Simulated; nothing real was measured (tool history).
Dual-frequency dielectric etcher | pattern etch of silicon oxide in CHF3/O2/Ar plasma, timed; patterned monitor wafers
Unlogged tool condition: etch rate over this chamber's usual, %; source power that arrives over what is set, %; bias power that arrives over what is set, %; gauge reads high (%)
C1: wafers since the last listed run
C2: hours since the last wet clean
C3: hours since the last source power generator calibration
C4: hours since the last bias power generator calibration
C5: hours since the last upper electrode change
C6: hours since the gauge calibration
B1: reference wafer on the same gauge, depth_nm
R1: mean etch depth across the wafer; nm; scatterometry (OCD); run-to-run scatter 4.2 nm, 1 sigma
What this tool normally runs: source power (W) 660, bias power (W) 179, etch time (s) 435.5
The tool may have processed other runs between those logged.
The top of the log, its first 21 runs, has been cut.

{"run": 22, "day": 11.917, "source power (W)": 660, "bias power (W)": 220, "etch time (s)": 435.5, "C1": 59, "C2": 122.7, "C3": 127.9, "C4": 243.8, "C5": 217.3, "C6": 38.4, "B1": 812.0, "R1": 891.9}
{"run": 23, "day": 12.308, "source power (W)": 550, "bias power (W)": 212, "etch time (s)": 476.5, "C1": 47, "C2": 132.1, "C3": 137.3, "C4": 253.2, "C5": 226.7, "C6": 47.8, "B1": 812.9, "R1": 892.0}
{"run": 24, "day": 12.721, "source power (W)": 600, "bias power (W)": 197, "etch time (s)": 435.5, "C1": 50, "C2": 142.0, "C3": 147.2, "C4": 263.1, "C5": 236.6, "C6": 57.7, "B1": 813.5, "R1": 834.6}
{"run": 25, "day": 13.129, "source power (W)": 660, "bias power (W)": 179, "etch time (s)": 435.5, "C1": 49, "C2": 151.8, "C3": 157.0, "C4": 272.9, "C5": 246.4, "C6": 67.5, "B1": 813.8, "R1": 852.9}
{"run": 26, "day": 13.446, "source power (W)": 660, "bias power (W)": 179, "etch time (s)": 499.5, "C1": 38, "C2": 159.4, "C3": 164.6, "C4": 280.5, "C5": 254.0, "C6": 75.1, "B1": 811.2, "R1": 972.7}
{"run": 27, "day": 13.996, "source power (W)": 660, "bias power (W)": 179, "etch time (s)": 435.5, "C1": 67, "C2": 172.6, "C3": 177.8, "C4": 293.7, "C5": 267.2, "C6": 88.3, "B1": 812.8, "R1": 857.9}
{"run": 28, "day": 14.567, "source power (W)": 660, "bias power (W)": 179, "etch time (s)": 377.5, "C1": 69, "C2": 186.3, "C3": 191.5, "C4": 307.4, "C5": 280.9, "C6": 102.0, "B1": 813.7, "R1": 742.4}
{"run": 29, "day": 15.071, "source power (W)": 600, "bias power (W)": 143, "etch time (s)": 389.5, "C1": 61, "C2": 198.4, "C3": 203.6, "C4": 319.5, "C5": 293.0, "C6": 114.1, "B1": 812.7, "R1": 688.5}
{"run": 30, "day": 15.429, "source power (W)": 610, "bias power (W)": 158, "etch time (s)": 468.5, "C1": 43, "C2": 207.0, "C3": 212.2, "C4": 328.1, "C5": 301.6, "C6": 122.7, "B1": 813.6, "R1": 861.6}
{"run": 31, "day": 15.883, "source power (W)": 520, "bias power (W)": 152, "etch time (s)": 556.5, "C1": 55, "C2": 217.9, "C3": 223.1, "C4": 339.0, "C5": 312.5, "C6": 133.6, "B1": 812.6, "R1": 934.0}

What if the next run were any one of these 3? Each begins from the tool's condition after run 31:
{"run": "A", "day": 15.904, "source power (W)": 660, "bias power (W)": 179, "etch time (s)": 435.5, "C1": 2, "C2": 218.4, "C3": 223.6, "C4": 339.5, "C5": 313.0, "C6": 134.1, "B1": "?", "R1": "?"}
{"run": "B", "day": 15.904, "source power (W)": 660, "bias power (W)": 203, "etch time (s)": 435.5, "C1": 2, "C2": 218.4, "C3": 223.6, "C4": 339.5, "C5": 313.0, "C6": 134.1, "B1": "?", "R1": "?"}
{"run": "C", "day": 15.904, "source power (W)": 700, "bias power (W)": 219, "etch time (s)": 503.5, "C1": 2, "C2": 218.4, "C3": 223.6, "C4": 339.5, "C5": 313.0, "C6": 134.1, "B1": "?", "R1": "?"}

run=A B1=813.2 R1=858.6
run=B B1=813.2 R1=886.9
run=C B1=813.2 R1=1077.0
The same runs, with their run-to-run variation unchanged, on a tool lacking any hidden condition would have given:
run=A R1=841.1
run=B R1=868.9
run=C R1=1055.1
